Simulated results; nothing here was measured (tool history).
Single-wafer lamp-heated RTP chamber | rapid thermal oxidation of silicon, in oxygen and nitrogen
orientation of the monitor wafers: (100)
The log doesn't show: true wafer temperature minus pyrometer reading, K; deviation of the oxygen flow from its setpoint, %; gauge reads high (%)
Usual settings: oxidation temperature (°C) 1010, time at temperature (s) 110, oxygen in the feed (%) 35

| run | hour | oxidation temperature (°C) | time at temperature (s) | oxygen in the feed (%) | wafers since the last listed run | wafers since the last pyrometer calibration | hours since the oxygen flow controller was replaced | hours since the gauge calibration | read-back reference wafer on the same gauge, thickness | oxide thickness on the monitor wafer (nm) |
|---|---|---|---|---|---|---|---|---|---|---|
| 1 | 0.0 | 1010 | 110 | 35 | 0 | 922 | 4355.1 | 120.4 | 6.439 | 6.455 |
| 2 | 50.9 | 1010 | 110 | 35 | 652 | 1575 | 4406.0 | 171.3 | 6.432 | 6.565 |
| 3 | 111.2 | 1010 | 110 | 35 | 772 | 2348 | 4466.3 | 231.6 | 6.444 | 6.606 |
| 4 | 146.8 | 1003 | 110 | 35 | 456 | 2804 | 4501.9 | 267.2 | 6.437 | 6.343 |
| 5 | 178.8 | 1003 | 110 | 35 | 410 | 3214 | 4533.9 | 299.2 | 6.442 | 6.386 |
|  | 385.2 | oxygen flow controller replaced |
| 6 | 390.7 | 1003 | 110 | 35 | 2613 | 5828 | 5.5 | 511.1 | 6.436 | 6.416 |
| 7 | 429.7 | 1010 | 110 | 35 | 499 | 6328 | 44.5 | 550.1 | 6.447 | 6.766 |
|  | 483.1 | pyrometer window cleaned and pyrometer calibrated |
| 8 | 497.8 | 986 | 69 | 63 | 770 | 188 | 112.6 | 618.2 | 6.437 | 5.408 |
|  | 531.4 | gauge calibrated |
| 9 | 559.3 | 1010 | 110 | 35 | 788 | 976 | 174.1 | 27.9 | 6.445 | 6.472 |
| 10 | 602.6 | 995 | 110 | 35 | 555 | 1531 | 217.4 | 71.2 | 6.449 | 5.901 |
| 11 | 669.1 | 1010 | 85 | 26 | 852 | 2383 | 283.9 | 137.7 | 6.440 | 5.356 |
| 12 | 767.5 | 1018 | 110 | 35 | 1261 | 3645 | 382.3 | 236.1 | 6.443 | 7.053 |
| 13 | 825.4 | 1010 | 110 | 35 | 742 | 4387 | 440.2 | 294.0 | 6.438 | 6.732 |
| 14 | 855.1 | 987 | 110 | 35 | 380 | 4768 | 469.9 | 323.7 | 6.443 | 5.769 |

Forecast each of these 5 alternatives for the next run:
| A | 855.5 | 1010 | 110 | 35 | 5 | 4773 | 470.3 | 324.1 | ? | ? |
| B | 855.5 | 1010 | 143 | 58 | 5 | 4773 | 470.3 | 324.1 | ? | ? |
| C | 855.5 | 1010 | 159 | 18 | 5 | 4773 | 470.3 | 324.1 | ? | ? |
| D | 855.5 | 1034 | 110 | 35 | 5 | 4773 | 470.3 | 324.1 | ? | ? |
| E | 855.5 | 1010 | 143 | 47 | 5 | 4773 | 470.3 | 324.1 | ? | ? |

| run | read-back reference wafer on the same gauge, thickness | oxide thickness on the monitor wafer (nm) |
|---|---|---|
| A | 6.435 | 6.663 |
| B | 6.435 | 8.969 |
| C | 6.435 | 6.242 |
| D | 6.435 | 7.872 |
| E | 6.435 | 8.319 |
Without the tool's hidden state the same runs would have given:
| run | oxide thickness on the monitor wafer (nm) |
|---|---|
| A | 6.240 |
| B | 8.382 |
| C | 5.855 |
| D | 7.382 |
| E | 7.778 |
